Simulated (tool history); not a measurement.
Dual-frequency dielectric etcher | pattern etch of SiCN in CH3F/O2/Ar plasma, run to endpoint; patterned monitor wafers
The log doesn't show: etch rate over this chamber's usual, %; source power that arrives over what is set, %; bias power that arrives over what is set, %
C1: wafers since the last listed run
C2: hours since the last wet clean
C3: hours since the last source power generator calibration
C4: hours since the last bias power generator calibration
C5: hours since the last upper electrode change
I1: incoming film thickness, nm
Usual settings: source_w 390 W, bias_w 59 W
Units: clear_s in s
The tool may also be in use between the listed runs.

run 1 hour=0.0 | source_w=390 bias_w=59 | C1=0 C2=460.0 C3=3877.6 C4=2889.4 C5=3304.3 | I1=7.88 | clear_s=20.7
-- hour=70.1 wet clean of the chamber
run 2 hour=89.9 | source_w=390 bias_w=59 | C1=926 C2=19.8 C3=3967.5 C4=2979.3 C5=3394.2 | I1=7.89 | clear_s=21.8
run 3 hour=155.5 | source_w=390 bias_w=59 | C1=922 C2=85.4 C3=4033.1 C4=3044.9 C5=3459.8 | I1=7.92 | clear_s=21.7
run 4 hour=195.0 | source_w=390 bias_w=63 | C1=555 C2=124.9 C3=4072.6 C4=3084.4 C5=3499.3 | I1=7.98 | clear_s=21.1
run 5 hour=265.0 | source_w=390 bias_w=59 | C1=983 C2=194.9 C3=4142.6 C4=3154.4 C5=3569.3 | I1=7.91 | clear_s=21.3
run 6 hour=364.3 | source_w=390 bias_w=59 | C1=1395 C2=294.2 C3=4241.9 C4=3253.7 C5=3668.6 | I1=7.96 | clear_s=21.4
run 7 hour=438.6 | source_w=390 bias_w=59 | C1=1044 C2=368.5 C3=4316.2 C4=3328.0 C5=3742.9 | I1=7.92 | clear_s=21.1
run 8 hour=536.5 | source_w=320 bias_w=68 | C1=1376 C2=466.4 C3=4414.1 C4=3425.9 C5=3840.8 | I1=7.95 | clear_s=22.6
-- hour=557.9 source power generator calibrated
-- hour=579.3 bias power generator calibrated
-- hour=594.1 upper electrode replaced
-- hour=663.9 wet clean of the chamber
run 9 hour=664.4 | source_w=390 bias_w=59 | C1=1138 C2=0.5 C3=106.5 C4=85.1 C5=70.3 | I1=7.95 | clear_s=22.0
run 10 hour=684.2 | source_w=420 bias_w=74 | C1=278 C2=20.3 C3=126.3 C4=104.9 C5=90.1 | I1=7.88 | clear_s=19.6
run 11 hour=781.4 | source_w=440 bias_w=67 | C1=1366 C2=117.5 C3=223.5 C4=202.1 C5=187.3 | I1=7.91 | clear_s=19.3
run 12 hour=827.7 | source_w=330 bias_w=50 | C1=650 C2=163.8 C3=269.8 C4=248.4 C5=233.6 | I1=7.94 | clear_s=25.1
run 13 hour=866.4 | source_w=390 bias_w=46 | C1=544 C2=202.5 C3=308.5 C4=287.1 C5=272.3 | I1=7.87 | clear_s=23.3
run 14 hour=1112.6 | source_w=440 bias_w=51 | C1=3460 C2=448.7 C3=554.7 C4=533.3 C5=518.5 | I1=7.95 | clear_s=20.2
-- hour=1195.3 wet clean of the chamber
run 15 hour=1195.8 | source_w=390 bias_w=59 | C1=832 C2=0.5 C3=637.9 C4=616.5 C5=601.7 | I1=7.85 | clear_s=21.5

Hidden state or all else? Some run-to-run changes of clear_s, split into what the settings, what came in and random variation would give without the hidden state, and what is left for the hidden state (with any gauge scatter that isn't in both results):
Run 8 -> 9: source_w 320 -> 390, bias_w 68 -> 59, source power generator calibrated, bias power generator calibrated, upper electrode replaced, wet clean of the chamber. clear_s -0.6 s: hidden state +1.0, all else -1.6.
Run 11 -> 12: source_w 440 -> 330, bias_w 67 -> 50. clear_s +5.8 s: hidden state -0.1, all else +5.9.

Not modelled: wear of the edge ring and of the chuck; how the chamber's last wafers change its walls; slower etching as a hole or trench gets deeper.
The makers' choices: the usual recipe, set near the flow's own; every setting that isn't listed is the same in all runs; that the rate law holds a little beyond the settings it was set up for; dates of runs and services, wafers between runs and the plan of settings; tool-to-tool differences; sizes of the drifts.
